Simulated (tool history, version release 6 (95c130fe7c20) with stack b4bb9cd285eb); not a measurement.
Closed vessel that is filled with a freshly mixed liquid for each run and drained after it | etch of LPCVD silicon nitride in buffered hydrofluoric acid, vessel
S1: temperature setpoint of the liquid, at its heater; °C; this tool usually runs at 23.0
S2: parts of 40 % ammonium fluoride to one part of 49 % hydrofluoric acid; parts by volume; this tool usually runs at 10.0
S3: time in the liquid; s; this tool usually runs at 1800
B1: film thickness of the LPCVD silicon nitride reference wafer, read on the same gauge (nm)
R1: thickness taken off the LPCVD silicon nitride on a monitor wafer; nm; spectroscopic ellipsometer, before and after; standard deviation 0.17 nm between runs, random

run	hour	S1	S2	S3	B1	R1
1	0.0	20.0	10.0	1800	92.03	18.48
2	51.8	20.0	10.0	1800	92.36	18.51
3	80.6	20.5	10.0	1800	92.49	19.25
4	95.7	20.5	10.0	1800	92.60	19.08
5	130.0	21.0	9.0	1800	92.79	21.38
6	157.2	21.0	9.0	1800	92.95	21.17
# hour 165.3: hydrofluoric acid flow meter replaced
7	175.0	21.0	9.0	1800	93.05	21.30
8	196.1	23.0	10.0	1800	93.21	22.24
# hour 218.8: gauge calibrated
9	223.1	23.0	10.0	1800	89.89	21.48
10	249.9	23.0	10.0	2135	89.89	25.42
11	294.2	23.0	10.0	1800	89.90	21.45
12	344.2	20.0	6.5	1800	89.94	27.11
13	369.2	23.0	7.0	1800	89.95	29.94
14	382.4	27.0	9.0	2600	89.95	41.17
15	417.7	23.0	10.0	2320	90.01	27.92
16	449.9	23.0	10.0	1800	90.03	21.52
17	466.6	23.0	10.0	1800	90.05	21.52
18	492.8	21.0	9.0	1800	90.11	20.58
# hour 495.4: thermometer replaced
19	505.9	23.0	10.0	1005	90.12	12.05
20	540.6	25.5	7.5	980	90.17	17.48
21	557.5	24.5	13.5	1800	90.19	17.55
22	580.3	23.0	10.0	2320	90.26	27.62
23	608.0	19.0	10.0	1800	90.29	17.23
24	683.4	23.0	10.0	1800	90.47	21.75
25	698.1	23.0	14.0	1800	90.51	15.56
26	732.5	25.5	12.5	1800	90.62	19.88
27	758.9	23.0	11.5	1330	90.68	13.97
28	776.5	19.0	8.5	845	90.72	9.22
29	791.2	23.0	10.0	1800	90.77	21.67
30	819.3	23.0	13.5	1800	90.85	16.04
31	834.0	23.0	10.0	1800	90.90	21.49

Branching from run 31: 5 alternative next runs. What would each branch give?
A	835.1	23.0	10.0	1800	?	?
B	835.1	24.5	12.5	800	?	?
C	835.1	28.0	7.5	2270	?	?
D	835.1	23.0	10.0	2190	?	?
E	835.1	20.5	11.5	830	?	?

run	B1	R1
A	90.91	21.81
B	90.91	8.46
C	90.91	46.90
D	90.91	26.54
E	90.91	7.64
With the hidden condition removed and each run's random variation left untouched, the same runs would have given:
run	R1
A	21.59
B	8.38
C	46.43
D	26.27
E	7.57

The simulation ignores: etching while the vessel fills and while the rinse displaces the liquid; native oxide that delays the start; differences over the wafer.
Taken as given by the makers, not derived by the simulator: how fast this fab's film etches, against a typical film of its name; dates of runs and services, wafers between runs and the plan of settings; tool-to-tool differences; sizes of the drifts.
